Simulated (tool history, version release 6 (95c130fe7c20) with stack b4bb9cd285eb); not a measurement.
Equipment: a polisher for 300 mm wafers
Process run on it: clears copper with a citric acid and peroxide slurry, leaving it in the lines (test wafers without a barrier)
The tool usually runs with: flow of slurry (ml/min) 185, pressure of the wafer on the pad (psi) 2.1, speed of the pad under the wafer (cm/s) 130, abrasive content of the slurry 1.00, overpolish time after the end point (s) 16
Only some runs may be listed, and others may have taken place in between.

run,hour,flow of slurry (ml/min),pressure of the wafer on the pad (psi),speed of the pad under the wafer (cm/s),abrasive content of the slurry,overpolish time after the end point (s),"incoming thickness of the incoming film, nm",time until the end point was called (s),dishing of a wide line in a test structure (Å)
1,0.0,185,2.1,130,1.00,16,248.8,133.9,212
2,10.7,185,2.1,130,1.00,16,246.0,131.2,217
3,18.5,185,2.1,106,1.00,16,240.4,151.6,179
# hour 24.1: worn pad replaced by a new one
4,28.4,210,2.1,130,1.00,13,245.9,118.7,193
5,39.5,185,2.1,130,0.90,16,240.8,122.0,217
6,52.2,185,2.1,130,1.00,16,247.8,125.6,225
7,59.7,185,2.1,130,0.85,7,248.8,129.4,100
8,66.2,215,1.9,130,1.15,25,243.0,128.2,311
# hour 77.2: slurry blender recalibrated
9,78.2,160,2.4,96,1.00,7,245.4,150.7,84
# hour 83.4: head pressure recalibrated
10,90.3,185,2.1,130,0.90,10,245.9,131.0,136
11,102.5,185,2.1,130,1.00,16,248.3,129.7,220
12,113.6,165,2.1,114,0.75,16,243.0,154.3,177
13,127.5,165,2.5,100,1.25,16,245.5,136.9,206
# hour 131.3: slurry nozzle cleaned
14,148.6,185,2.1,130,1.00,16,242.3,128.9,214
15,169.8,150,2.1,96,1.00,22,243.4,173.2,214
16,185.6,230,2.1,166,1.00,16,242.0,101.2,265
# hour 191.3: worn pad replaced by a new one
17,199.3,185,2.1,98,1.00,16,240.5,153.9,185
18,216.3,185,2.1,130,1.00,16,241.3,119.7,226
19,234.2,210,2.1,130,1.00,16,243.2,122.0,223
20,241.5,185,1.9,86,0.80,24,246.7,214.7,198
21,289.9,185,1.6,118,1.00,25,244.0,177.4,241
22,299.3,185,2.6,150,1.00,19,245.6,95.1,331
23,307.7,185,2.1,130,0.75,24,247.2,140.7,296
24,314.4,185,2.1,130,1.00,16,243.1,131.8,215
25,332.2,185,2.1,130,1.00,16,244.0,130.0,211
26,349.0,185,2.5,130,1.25,16,247.8,107.7,254
27,358.7,150,2.1,130,1.00,16,247.8,134.7,205
# hour 378.8: worn pad replaced by a new one
28,379.3,185,2.1,152,1.00,25,246.6,103.6,402
29,392.3,185,2.1,130,1.00,16,247.8,123.4,223

Selected run-to-run steps in time until the end point was called (s), each split into two signed amounts: the part the tool would show with no hidden state at all (from settings, incoming material and random variation), and the remainder, which goes to the hidden state together with any gauge scatter not common to the measured and the hidden-state-free results:
What the log doesn't record here: removal rate lost through wear of the pad, %; slurry flow missing at the pad, %; deviation of the head's pressure from its setpoint, %; abrasive missing from the slurry, %.
Run 3 -> 4: flow of slurry (ml/min) 185 -> 210, speed of the pad under the wafer (cm/s) 106 -> 130, overpolish time after the end point (s) 16 -> 13, worn pad replaced by a new one. time until the end point was called (s) -32.9: hidden state -11.9, all else -21.0.
Run 19 -> 20: flow of slurry (ml/min) 210 -> 185, pressure of the wafer on the pad (psi) 2.1 -> 1.9, speed of the pad under the wafer (cm/s) 130 -> 86, abrasive content of the slurry 1.00 -> 0.80, overpolish time after the end point (s) 16 -> 24. time until the end point was called (s) +92.7: hidden state +5.6, all else +87.1.
Run 21 -> 22: pressure of the wafer on the pad (psi) 1.6 -> 2.6, speed of the pad under the wafer (cm/s) 118 -> 150, overpolish time after the end point (s) 25 -> 19. time until the end point was called (s) -82.3: hidden state -6.0, all else -76.3.
Run 27 -> 28: flow of slurry (ml/min) 150 -> 185, speed of the pad under the wafer (cm/s) 130 -> 152, overpolish time after the end point (s) 16 -> 25, worn pad replaced by a new one. time until the end point was called (s) -31.1: hidden state -11.6, all else -19.5.
